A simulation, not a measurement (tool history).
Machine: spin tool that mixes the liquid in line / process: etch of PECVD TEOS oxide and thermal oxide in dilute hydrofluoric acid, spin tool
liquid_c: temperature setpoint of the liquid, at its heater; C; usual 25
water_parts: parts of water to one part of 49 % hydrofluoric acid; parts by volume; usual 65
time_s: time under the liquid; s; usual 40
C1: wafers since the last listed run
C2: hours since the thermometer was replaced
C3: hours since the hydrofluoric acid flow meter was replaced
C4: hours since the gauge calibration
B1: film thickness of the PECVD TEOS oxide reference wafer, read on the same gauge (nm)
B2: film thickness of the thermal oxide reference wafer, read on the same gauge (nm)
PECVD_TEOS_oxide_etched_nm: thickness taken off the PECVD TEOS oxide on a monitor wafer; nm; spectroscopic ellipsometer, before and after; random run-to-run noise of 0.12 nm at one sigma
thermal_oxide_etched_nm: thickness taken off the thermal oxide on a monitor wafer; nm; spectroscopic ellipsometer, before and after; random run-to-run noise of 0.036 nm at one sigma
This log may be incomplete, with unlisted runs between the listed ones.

Run 1, hour 0: usual settings; C1 0; C2 1953.7; C3 1389.2; C4 1633; B1 140; B2 49.958. Result: PECVD_TEOS_oxide_etched_nm 13.42 nm, thermal_oxide_etched_nm 3.386 nm.
Run 2, hour 24.8: usual settings but liquid_c 29 C, water_parts 60 parts by volume; C1 383; C2 1978.5; C3 1414; C4 1657.8; B1 139.99; B2 49.989. Result: PECVD_TEOS_oxide_etched_nm 17.16 nm, thermal_oxide_etched_nm 4.217 nm.
Run 3, hour 58.9: usual settings; C1 526; C2 2012.6; C3 1448.1; C4 1691.9; B1 139.98; B2 50.007. Result: PECVD_TEOS_oxide_etched_nm 13.35 nm, thermal_oxide_etched_nm 3.401 nm.
Run 4, hour 110.8: usual settings but water_parts 50 parts by volume, time_s 55 s; C1 801; C2 2064.5; C3 1500; C4 1743.8; B1 140.02; B2 50.011. Result: PECVD_TEOS_oxide_etched_nm 25.03 nm, thermal_oxide_etched_nm 6.141 nm.
Run 5, hour 148.5: usual settings but liquid_c 23 C; C1 582; C2 2102.2; C3 1537.7; C4 1781.5; B1 139.99; B2 49.996. Result: PECVD_TEOS_oxide_etched_nm 12.7 nm, thermal_oxide_etched_nm 3.126 nm.
At hour 166.1: gauge calibrated.
Run 6, hour 173.3: usual settings; C1 383; C2 2127; C3 1562.5; C4 7.2; B1 140.01; B2 49.961. Result: PECVD_TEOS_oxide_etched_nm 13.66 nm, thermal_oxide_etched_nm 3.386 nm.
Run 7, hour 240: usual settings but liquid_c 29 C, water_parts 45 parts by volume, time_s 50 s; C1 1030; C2 2193.7; C3 1629.2; C4 73.9; B1 140.04; B2 49.972. Result: PECVD_TEOS_oxide_etched_nm 29.3 nm, thermal_oxide_etched_nm 7.411 nm.
Run 8, hour 264.9: usual settings but liquid_c 20.5 C; C1 384; C2 2218.6; C3 1654.1; C4 98.8; B1 139.98; B2 50.014. Result: PECVD_TEOS_oxide_etched_nm 11.18 nm, thermal_oxide_etched_nm 2.828 nm.
Run 9, hour 295.9: usual settings; C1 479; C2 2249.6; C3 1685.1; C4 129.8; B1 140.01; B2 50.052. Result: PECVD_TEOS_oxide_etched_nm 13.71 nm, thermal_oxide_etched_nm 3.415 nm.
Run 10, hour 324.4: usual settings but liquid_c 23 C, water_parts 35 parts by volume, time_s 30 s; C1 440; C2 2278.1; C3 1713.6; C4 158.3; B1 140.01; B2 50.014. Result: PECVD_TEOS_oxide_etched_nm 18.22 nm, thermal_oxide_etched_nm 4.475 nm.
Run 11, hour 376.9: usual settings but liquid_c 29.5 C, water_parts 55 parts by volume, time_s 60 s; C1 811; C2 2330.6; C3 1766.1; C4 210.8; B1 140.01; B2 49.983. Result: PECVD_TEOS_oxide_etched_nm 29.34 nm, thermal_oxide_etched_nm 7.328 nm.
Run 12, hour 427.2: usual settings but water_parts 95 parts by volume; C1 777; C2 2380.9; C3 1816.4; C4 261.1; B1 140; B2 50.025. Result: PECVD_TEOS_oxide_etched_nm 8.92 nm, thermal_oxide_etched_nm 2.213 nm.
At hour 479.7: hydrofluoric acid flow meter replaced.
Run 13, hour 571.3: usual settings but liquid_c 22.5 C, time_s 15 s; C1 2211; C2 2525; C3 91.6; C4 405.2; B1 139.98; B2 49.991. Result: PECVD_TEOS_oxide_etched_nm 4.4 nm, thermal_oxide_etched_nm 1.1 nm.
At hour 619.3: thermometer replaced.
Run 14, hour 638.7: usual settings but liquid_c 27.5 C, time_s 35 s; C1 1026; C2 19.4; C3 159; C4 472.6; B1 139.99; B2 49.985. Result: PECVD_TEOS_oxide_etched_nm 12.73 nm, thermal_oxide_etched_nm 3.128 nm.
Run 15, hour 673.9: usual settings; C1 543; C2 54.6; C3 194.2; C4 507.8; B1 139.98; B2 50.028. Result: PECVD_TEOS_oxide_etched_nm 13.04 nm, thermal_oxide_etched_nm 3.247 nm.
Run 16, hour 740.4: usual settings; C1 1027; C2 121.1; C3 260.7; C4 574.3; B1 140; B2 49.976. Result: PECVD_TEOS_oxide_etched_nm 13.23 nm, thermal_oxide_etched_nm 3.184 nm.
Run 17, hour 784.2: usual settings but liquid_c 29.5 C, water_parts 45 parts by volume, time_s 30 s; C1 676; C2 164.9; C3 304.5; C4 618.1; B1 140.01; B2 49.961. Result: PECVD_TEOS_oxide_etched_nm 17.4 nm, thermal_oxide_etched_nm 4.383 nm.
Run 18, hour 834.5: usual settings but liquid_c 29 C, water_parts 55 parts by volume, time_s 30 s; C1 777; C2 215.2; C3 354.8; C4 668.4; B1 140.01; B2 50.035. Result: PECVD_TEOS_oxide_etched_nm 13.93 nm, thermal_oxide_etched_nm 3.434 nm.
Run 19, hour 903.1: usual settings but time_s 15 s; C1 1060; C2 283.8; C3 423.4; C4 737; B1 139.99; B2 49.982. Result: PECVD_TEOS_oxide_etched_nm 4.92 nm, thermal_oxide_etched_nm 1.225 nm.
Run 20, hour 955.9: usual settings; C1 815; C2 336.6; C3 476.2; C4 789.8; B1 139.99; B2 50.038. Result: PECVD_TEOS_oxide_etched_nm 13.12 nm, thermal_oxide_etched_nm 3.317 nm.
Run 21, hour 984.2: usual settings but liquid_c 26.5 C, time_s 55 s; C1 437; C2 364.9; C3 504.5; C4 818.1; B1 139.99; B2 50.027. Result: PECVD_TEOS_oxide_etched_nm 19.01 nm, thermal_oxide_etched_nm 4.741 nm.
Run 22, hour 1019.1: usual settings but liquid_c 29 C, water_parts 35 parts by volume, time_s 55 s; C1 539; C2 399.8; C3 539.4; C4 853; B1 140; B2 49.995. Result: PECVD_TEOS_oxide_etched_nm 40.73 nm, thermal_oxide_etched_nm 10.374 nm.

Forecast run 23:
Run 23, hour 1047.6: usual settings but liquid_c 21.5 C, time_s 65 s; C1 440; C2 428.3; C3 567.9; C4 881.5; B1 ?; B2 ?. Result: PECVD_TEOS_oxide_etched_nm ?, thermal_oxide_etched_nm ?.

{"run 23": {"B1": 139.95, "B2": 50.026, "PECVD_TEOS_oxide_etched_nm": 18.74, "thermal_oxide_etched_nm": 4.649}}
On a tool with no hidden condition, and with the same random variation, this run would have come out at PECVD_TEOS_oxide_etched_nm 18.34 nm, thermal_oxide_etched_nm 4.55 nm.
